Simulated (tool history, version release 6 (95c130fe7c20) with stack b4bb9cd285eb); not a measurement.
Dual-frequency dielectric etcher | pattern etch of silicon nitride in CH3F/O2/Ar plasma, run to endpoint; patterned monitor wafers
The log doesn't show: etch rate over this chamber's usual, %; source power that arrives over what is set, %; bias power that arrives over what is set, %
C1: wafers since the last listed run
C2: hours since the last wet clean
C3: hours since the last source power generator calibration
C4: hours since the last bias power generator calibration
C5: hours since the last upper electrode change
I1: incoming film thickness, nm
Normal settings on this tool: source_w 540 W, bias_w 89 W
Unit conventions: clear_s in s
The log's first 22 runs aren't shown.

Run 23, hour 626.6: usual settings but source_w 440 W, bias_w 68 W; C1 401; C2 323.8; C3 177.9; C4 96.4; C5 5124.9; I1 57.9. Result: clear_s 82.1 s.
At hour 663.0: upper electrode replaced.
Run 24, hour 663.5: usual settings but source_w 630 W, bias_w 102 W; C1 172; C2 360.7; C3 214.8; C4 133.3; C5 0.5; I1 58.3. Result: clear_s 62.5 s.
Run 25, hour 663.9: usual settings but source_w 500 W, bias_w 75 W; C1 5; C2 361.1; C3 215.2; C4 133.7; C5 0.9; I1 57.7. Result: clear_s 74.8 s.
At hour 696.7: wet clean of the chamber.
Run 26, hour 697.2: usual settings but source_w 660 W, bias_w 102 W; C1 124; C2 0.5; C3 248.5; C4 167.0; C5 34.2; I1 58.3. Result: clear_s 63.5 s.
Run 27, hour 728.6: usual settings but source_w 410 W; C1 419; C2 31.9; C3 279.9; C4 198.4; C5 65.6; I1 58.6. Result: clear_s 80.5 s.
Run 28, hour 758.3: usual settings; C1 396; C2 61.6; C3 309.6; C4 228.1; C5 95.3; I1 58.4. Result: clear_s 71.2 s.
Run 29, hour 776.4: usual settings but source_w 500 W; C1 241; C2 79.7; C3 327.7; C4 246.2; C5 113.4; I1 58.7. Result: clear_s 73.6 s.
Run 30, hour 862.0: usual settings but source_w 610 W; C1 1142; C2 165.3; C3 413.3; C4 331.8; C5 199.0; I1 58.1. Result: clear_s 66.7 s.
Run 31, hour 882.2: usual settings but source_w 640 W, bias_w 81 W; C1 269; C2 185.5; C3 433.5; C4 352.0; C5 219.2; I1 57.8. Result: clear_s 66.7 s.

Each row is a separate what-if for the run after 31, all from the same tool condition, not one after another. Results?
Run A, hour 882.6: usual settings but source_w 660 W; C1 5; C2 185.9; C3 433.9; C4 352.4; C5 219.6; I1 57.7. Result: clear_s ?.
Run B, hour 882.6: usual settings but source_w 480 W, bias_w 81 W; C1 5; C2 185.9; C3 433.9; C4 352.4; C5 219.6; I1 57.7. Result: clear_s ?.
Run C, hour 882.6: usual settings but source_w 680 W, bias_w 106 W; C1 5; C2 185.9; C3 433.9; C4 352.4; C5 219.6; I1 57.7. Result: clear_s ?.
Run D, hour 882.6: usual settings but source_w 430 W; C1 5; C2 185.9; C3 433.9; C4 352.4; C5 219.6; I1 57.7. Result: clear_s ?.

run  clear_s
  A     64.1
  B     75.2
  C     60.0
  D     76.5
Stripped of hidden state, with their random variation kept, the same runs would have yielded:
run  clear_s
  A     66.1
  B     77.5
  C     61.9
  D     78.9
